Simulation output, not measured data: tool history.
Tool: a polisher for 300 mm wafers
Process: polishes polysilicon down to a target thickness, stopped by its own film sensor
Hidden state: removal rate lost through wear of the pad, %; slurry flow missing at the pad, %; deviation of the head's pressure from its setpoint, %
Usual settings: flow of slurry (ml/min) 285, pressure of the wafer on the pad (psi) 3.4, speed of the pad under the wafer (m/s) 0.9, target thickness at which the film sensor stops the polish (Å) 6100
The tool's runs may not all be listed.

| run | hour | flow of slurry (ml/min) | pressure of the wafer on the pad (psi) | speed of the pad under the wafer (m/s) | target thickness at which the film sensor stops the polish (Å) | wafers since the last listed run | wafers polished on this pad | hours since the slurry nozzle was cleaned | hours since the head pressure was calibrated | incoming thickness of the incoming film, nm | time until the film sensor stopped the polish (s) |
|---|---|---|---|---|---|---|---|---|---|---|---|
| 1 | 0 | 285 | 3.4 | 0.82 | 6950 | 0 | 2025 | 145.3 | 343.4 | 1024.5 | 56.9 |
|  | 13.3 | head pressure recalibrated |
| 2 | 27.5 | 285 | 3.4 | 0.9 | 6100 | 355 | 2381 | 172.8 | 14.2 | 1031.6 | 61.5 |
| 3 | 42.3 | 285 | 3.4 | 0.9 | 6100 | 206 | 2587 | 187.6 | 29 | 1008.7 | 57.3 |
|  | 54.9 | worn pad replaced by a new one |
| 4 | 59.7 | 285 | 3.4 | 0.9 | 6100 | 186 | 66 | 205 | 46.4 | 1036 | 62.1 |
|  | 101.6 | slurry nozzle cleaned |
| 5 | 105.1 | 285 | 3.4 | 0.9 | 6100 | 619 | 685 | 3.5 | 91.8 | 1023.8 | 61.2 |
| 6 | 140.6 | 285 | 3.4 | 0.9 | 5050 | 495 | 1180 | 39 | 127.3 | 1021.2 | 76.9 |
| 7 | 190.2 | 285 | 3.4 | 0.9 | 5050 | 691 | 1872 | 88.6 | 176.9 | 1026.3 | 77 |
| 8 | 215.7 | 285 | 3.4 | 0.9 | 6100 | 355 | 2228 | 114.1 | 202.4 | 1013.3 | 61.7 |
| 9 | 250.6 | 285 | 3.4 | 0.9 | 6100 | 486 | 2714 | 149 | 237.3 | 1011.2 | 62.1 |
|  | 268.9 | worn pad replaced by a new one |
| 10 | 270.4 | 285 | 3.4 | 0.9 | 6100 | 220 | 20 | 168.8 | 257.1 | 998.6 | 61.7 |
|  | 318 | slurry nozzle cleaned |
| 11 | 345.4 | 285 | 3.4 | 0.9 | 6100 | 1031 | 1052 | 27.4 | 332.1 | 1027.7 | 68.5 |
| 12 | 377.8 | 285 | 3.4 | 0.9 | 6100 | 451 | 1504 | 59.8 | 364.5 | 1015.6 | 65.5 |
| 13 | 412.1 | 350 | 3.4 | 0.9 | 6100 | 478 | 1982 | 94.1 | 398.8 | 1021.2 | 67.6 |
| 14 | 425.1 | 285 | 3.4 | 0.9 | 6100 | 181 | 2163 | 107.1 | 411.8 | 1028.3 | 70.3 |
|  | 430.5 | head pressure recalibrated |
| 15 | 447.4 | 285 | 3.4 | 0.9 | 6100 | 283 | 2446 | 129.4 | 16.9 | 1033.2 | 60.3 |
|  | 479.2 | worn pad replaced by a new one |
| 16 | 535.8 | 285 | 3.4 | 0.9 | 6100 | 1176 | 789 | 217.8 | 105.3 | 1016.8 | 59.9 |
|  | 545.1 | slurry nozzle cleaned |
| 17 | 564.4 | 285 | 4.3 | 0.9 | 6870 | 384 | 1174 | 19.3 | 133.9 | 1015.4 | 37.9 |
| 18 | 588.7 | 285 | 3.4 | 0.9 | 6100 | 338 | 1513 | 43.6 | 158.2 | 1010.3 | 61.7 |
| 19 | 623.1 | 285 | 3.4 | 0.9 | 6100 | 479 | 1992 | 78 | 192.6 | 1029.8 | 63.8 |
| 20 | 656.2 | 285 | 3.4 | 0.9 | 6100 | 461 | 2454 | 111.1 | 225.7 | 1027.4 | 64 |
|  | 690.3 | worn pad replaced by a new one |
| 21 | 694.7 | 245 | 3 | 1.02 | 6740 | 481 | 61 | 149.6 | 264.2 | 1018.5 | 55 |
| 22 | 709 | 285 | 3.4 | 0.9 | 4960 | 199 | 261 | 163.9 | 278.5 | 1025.2 | 81.8 |
| 23 | 723.4 | 285 | 3.4 | 0.9 | 7200 | 200 | 461 | 178.3 | 292.9 | 1016.3 | 47.2 |
| 24 | 737.5 | 285 | 4.1 | 1.02 | 4910 | 196 | 658 | 192.4 | 307 | 1028.6 | 65.3 |
| 25 | 767.7 | 285 | 2.9 | 0.9 | 5560 | 421 | 1079 | 222.6 | 337.2 | 1028.6 | 89 |
|  | 778.1 | slurry nozzle cleaned |
| 26 | 834.5 | 285 | 3.4 | 0.9 | 6100 | 917 | 1997 | 56.4 | 404 | 1012.8 | 67.4 |
|  | 855.3 | head pressure recalibrated |
| 27 | 864.9 | 255 | 2.5 | 0.9 | 6100 | 396 | 2393 | 86.8 | 9.6 | 1012 | 78.3 |
| 28 | 879.7 | 315 | 3.4 | 0.66 | 6100 | 206 | 2599 | 101.6 | 24.4 | 1034.3 | 76.5 |
| 29 | 908.2 | 285 | 3.9 | 0.9 | 6100 | 397 | 2997 | 130.1 | 52.9 | 1022.1 | 52.5 |
|  | 919.2 | worn pad replaced by a new one |
| 30 | 924.6 | 285 | 3.4 | 0.9 | 6100 | 172 | 75 | 146.5 | 69.3 | 1020.2 | 58.5 |
| 31 | 940.6 | 285 | 3.4 | 0.82 | 6950 | 223 | 298 | 162.5 | 85.3 | 1019.8 | 50 |
| 32 | 955 | 285 | 3.4 | 0.9 | 6100 | 200 | 499 | 176.9 | 99.7 | 1021.7 | 59.8 |
| 33 | 972.2 | 285 | 3.4 | 0.9 | 6100 | 239 | 739 | 194.1 | 116.9 | 1023.5 | 61.2 |
| 34 | 985.4 | 285 | 4.2 | 0.6 | 5040 | 184 | 923 | 207.3 | 130.1 | 1011.2 | 84.4 |
|  | 997.4 | slurry nozzle cleaned |
| 35 | 1003 | 285 | 4.1 | 0.9 | 6100 | 231 | 1154 | 5.6 | 147.7 | 1006.5 | 48.4 |
| 36 | 1034 | 210 | 4.1 | 0.9 | 6100 | 432 | 1587 | 36.6 | 178.7 | 1039.9 | 54.3 |

Hidden state at the last listed run before each entry between runs and at the first one after, where it differs:
Between runs 1 and 2: head pressure recalibrated (hour 13.3)
  deviation of the head's pressure from its setpoint, %: -11.4 -> -1.42
  measured less the result without the state, time until the film sensor stopped the polish (s): +6.5 -> +0.9
Between runs 3 and 4: worn pad replaced by a new one (hour 54.9)
  deviation of the head's pressure from its setpoint, %: -1.9 -> -2.45
  measured less the result without the state, time until the film sensor stopped the polish (s): +1.1 -> +1.5
Between runs 4 and 5: slurry nozzle cleaned (hour 101.6)
  deviation of the head's pressure from its setpoint, %: -2.45 -> -3.9
  measured less the result without the state, time until the film sensor stopped the polish (s): +1.5 -> +2.4
Between runs 9 and 10: worn pad replaced by a new one (hour 268.9)
  deviation of the head's pressure from its setpoint, %: -8.55 -> -9.18
  measured less the result without the state, time until the film sensor stopped the polish (s): +5.4 -> +5.7
Between runs 10 and 11: slurry nozzle cleaned (hour 318)
  deviation of the head's pressure from its setpoint, %: -9.18 -> -11.6
  measured less the result without the state, time until the film sensor stopped the polish (s): +5.7 -> +7.9
Between runs 14 and 15: head pressure recalibrated (hour 430.5)
  deviation of the head's pressure from its setpoint, %: -14.1 -> -0.936
  measured less the result without the state, time until the film sensor stopped the polish (s): +10 -> +0.6
Between runs 15 and 16: worn pad replaced by a new one (hour 479.2)
  deviation of the head's pressure from its setpoint, %: -0.936 -> -3.76
  measured less the result without the state, time until the film sensor stopped the polish (s): +0.6 -> +2.2
Between runs 16 and 17: slurry nozzle cleaned (hour 545.1)
  deviation of the head's pressure from its setpoint, %: -3.76 -> -4.67
  measured less the result without the state, time until the film sensor stopped the polish (s): +2.2 -> +1.7
Between runs 20 and 21: worn pad replaced by a new one (hour 690.3)
  deviation of the head's pressure from its setpoint, %: -7.61 -> -8.84
  measured less the result without the state, time until the film sensor stopped the polish (s): +4.8 -> +4.9
Between runs 25 and 26: slurry nozzle cleaned (hour 778.1)
  deviation of the head's pressure from its setpoint, %: -11.2 -> -13.3
  measured less the result without the state, time until the film sensor stopped the polish (s): +10 -> +8.9
Between runs 26 and 27: head pressure recalibrated (hour 855.3)
  deviation of the head's pressure from its setpoint, %: -13.3 -> 0.963
  measured less the result without the state, time until the film sensor stopped the polish (s): +8.9 -> -0.8
Between runs 29 and 30: worn pad replaced by a new one (hour 919.2)
  deviation of the head's pressure from its setpoint, %: -0.42 -> -0.944
  measured less the result without the state, time until the film sensor stopped the polish (s): +0.3 -> +0.6
Between runs 34 and 35: slurry nozzle cleaned (hour 997.4)
  deviation of the head's pressure from its setpoint, %: -2.89 -> -3.45
  measured less the result without the state, time until the film sensor stopped the polish (s): +2.4 -> +1.7
